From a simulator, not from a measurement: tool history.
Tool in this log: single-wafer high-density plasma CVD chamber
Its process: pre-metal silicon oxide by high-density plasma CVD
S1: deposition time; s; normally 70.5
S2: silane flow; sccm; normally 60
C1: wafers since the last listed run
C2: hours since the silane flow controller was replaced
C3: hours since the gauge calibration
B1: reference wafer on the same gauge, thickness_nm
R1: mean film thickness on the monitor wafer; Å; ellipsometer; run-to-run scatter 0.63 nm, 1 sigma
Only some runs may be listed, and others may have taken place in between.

run   hour    S1  S2   C1      C2     C3       B1       R1
  1    0.0  67.6  60    0  3787.7   81.4  461.683  3999.07
  2   13.2  70.5  60  180  3800.9   94.6  461.952  4159.44
  3   24.3  70.5  60  151  3812.0  105.7  462.147  4172.05
  4   49.2  70.5  60  340  3836.9  130.6  462.248  4168.03
  5   66.3  70.5  60  233  3854.0  147.7  462.015  4164.71
  6   72.8  70.5  57   88  3860.5  154.2  461.960  4062.55
  7   84.4  70.5  57  158  3872.1  165.8  461.859  4062.37
  8  101.3  70.5  57  231  3889.0  182.7  462.005  4069.55
     118.0  -- gauge calibrated
     123.4  -- silane flow controller replaced
  9  123.9  70.5  67  199     0.5    5.9  462.119  4405.49
 10  130.0  79.9  63   83     6.6   12.0  461.996  4843.18
 11  138.2  64.9  55  112    14.8   20.2  461.930  3690.90
 12  147.9  78.5  56  132    24.5   29.9  461.996  4483.21
 13  157.4  76.1  56  129    34.0   39.4  461.777  4352.20
 14  175.2  70.5  60  243    51.8   57.2  461.816  4166.38
 15  183.8  70.5  60  117    60.4   65.8  461.932  4161.96
 16  193.3  83.8  72  129    69.9   75.3  461.938  5454.40

Forecast each of these 5 alternatives for the next run:
  A  193.7  70.5  60   5  70.3  75.7   ?   ?
  B  193.7  59.2  52   5  70.3  75.7   ?   ?
  C  193.7  63.1  52   5  70.3  75.7   ?   ?
  D  193.7  61.3  51   5  70.3  75.7   ?   ?
  E  193.7  84.3  60   5  70.3  75.7   ?   ?

run       B1       R1
  A  461.887  4173.20
  B  461.887  3270.68
  C  461.887  3486.15
  D  461.887  3356.47
  E  461.887  4990.08
Without the tool's unlogged condition, the same runs would have read:
run       R1
  A  4173.20
  B  3270.68
  C  3486.15
  D  3356.47
  E  4990.08
